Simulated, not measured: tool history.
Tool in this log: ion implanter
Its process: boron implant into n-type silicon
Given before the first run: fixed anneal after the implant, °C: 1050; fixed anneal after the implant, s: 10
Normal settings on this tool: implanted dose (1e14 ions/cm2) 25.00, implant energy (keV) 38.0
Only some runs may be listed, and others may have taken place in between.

| run | day | implanted dose (1e14 ions/cm2) | implant energy (keV) | wafers since the last listed run | hours since the last dose calibration | hours since the extraction supply was calibrated | hours since the gauge calibration | read-back reference wafer on the same gauge, sheet resistance | sheet resistance of the implanted and annealed layer (ohm/square) |
|---|---|---|---|---|---|---|---|---|---|
| 1 | 0.000 | 25.00 | 38.0 | 0 | 1791.2 | 3442.6 | 772.3 | 42.76 | 47.83 |
| 2 | 4.221 | 25.00 | 38.0 | 2069 | 1892.5 | 3543.9 | 873.6 | 42.80 | 47.84 |
| 3 | 7.671 | 25.00 | 31.0 | 1691 | 1975.3 | 3626.7 | 956.4 | 42.82 | 49.29 |
| 4 | 12.154 | 25.00 | 31.0 | 2198 | 2082.9 | 3734.3 | 1064.0 | 42.75 | 49.28 |
| 5 | 15.071 | 29.39 | 38.0 | 1430 | 2152.9 | 3804.3 | 1134.0 | 42.83 | 42.78 |
| 6 | 17.800 | 28.40 | 38.0 | 1338 | 2218.4 | 3869.8 | 1199.5 | 42.77 | 43.68 |
| 7 | 19.562 | 28.40 | 38.0 | 864 | 2260.7 | 3912.1 | 1241.8 | 42.84 | 43.37 |
| 8 | 22.896 | 30.81 | 32.0 | 1634 | 2340.7 | 3992.1 | 1321.8 | 42.77 | 43.01 |
| 9 | 25.375 | 30.81 | 32.0 | 1215 | 2400.2 | 4051.6 | 1381.3 | 42.76 | 43.15 |
| 10 | 27.104 | 25.00 | 38.0 | 847 | 2441.7 | 4093.1 | 1422.8 | 42.75 | 47.35 |
| 11 | 29.942 | 25.00 | 38.0 | 1391 | 2509.8 | 4161.2 | 1490.9 | 42.80 | 47.22 |
|  | 30.388 | Faraday cup replaced and dose calibrated |
| 12 | 32.071 | 25.00 | 45.0 | 880 | 40.4 | 4212.3 | 1542.0 | 42.79 | 45.12 |
| 13 | 35.362 | 17.52 | 38.0 | 1614 | 119.4 | 4291.3 | 1621.0 | 42.76 | 61.38 |
|  | 37.475 | gauge calibrated |
| 14 | 38.688 | 19.50 | 41.5 | 1630 | 199.2 | 4371.1 | 29.1 | 42.80 | 55.21 |
| 15 | 42.621 | 22.95 | 26.5 | 1928 | 293.6 | 4465.5 | 123.5 | 42.80 | 52.47 |
|  | 43.142 | Faraday cup replaced and dose calibrated, repeated, since the last time left the tool worse |
| 16 | 45.108 | 25.00 | 38.0 | 1056 | 47.2 | 4525.2 | 183.2 | 42.84 | 48.34 |
|  | 45.758 | extraction supply calibrated |
| 17 | 49.308 | 21.43 | 26.5 | 1896 | 148.0 | 85.2 | 284.0 | 42.80 | 56.96 |
| 18 | 51.908 | 22.26 | 27.0 | 1275 | 210.4 | 147.6 | 346.4 | 42.82 | 55.15 |
| 19 | 54.325 | 22.64 | 50.5 | 1185 | 268.4 | 205.6 | 404.4 | 42.82 | 50.35 |
| 20 | 57.842 | 22.35 | 33.5 | 1724 | 352.8 | 290.0 | 488.8 | 42.79 | 53.30 |
| 21 | 60.142 | 18.91 | 51.0 | 1127 | 408.0 | 345.2 | 544.0 | 42.81 | 58.65 |
| 22 | 63.212 | 20.10 | 26.0 | 1505 | 481.7 | 418.9 | 617.7 | 42.75 | 59.22 |
| 23 | 65.950 | 25.00 | 38.0 | 1342 | 547.4 | 484.6 | 683.4 | 42.71 | 48.26 |
| 24 | 70.350 | 25.00 | 38.0 | 2157 | 653.0 | 590.2 | 789.0 | 42.83 | 47.98 |

Each row is a separate what-if for the run after 24, all from the same tool condition, not one after another. Results?
| A | 70.367 | 25.00 | 50.0 | 8 | 653.4 | 590.6 | 789.4 | ? | ? |
| B | 70.367 | 27.66 | 38.0 | 8 | 653.4 | 590.6 | 789.4 | ? | ? |
| C | 70.367 | 25.00 | 51.0 | 8 | 653.4 | 590.6 | 789.4 | ? | ? |
| D | 70.367 | 22.42 | 48.5 | 8 | 653.4 | 590.6 | 789.4 | ? | ? |

| run | read-back reference wafer on the same gauge, sheet resistance | sheet resistance of the implanted and annealed layer (ohm/square) |
|---|---|---|
| A | 42.85 | 46.40 |
| B | 42.85 | 44.79 |
| C | 42.85 | 46.29 |
| D | 42.85 | 50.76 |
With no hidden state in the tool, these same runs would have given:
| run | sheet resistance of the implanted and annealed layer (ohm/square) |
|---|---|
| A | 46.66 |
| B | 45.00 |
| C | 46.55 |
| D | 51.05 |
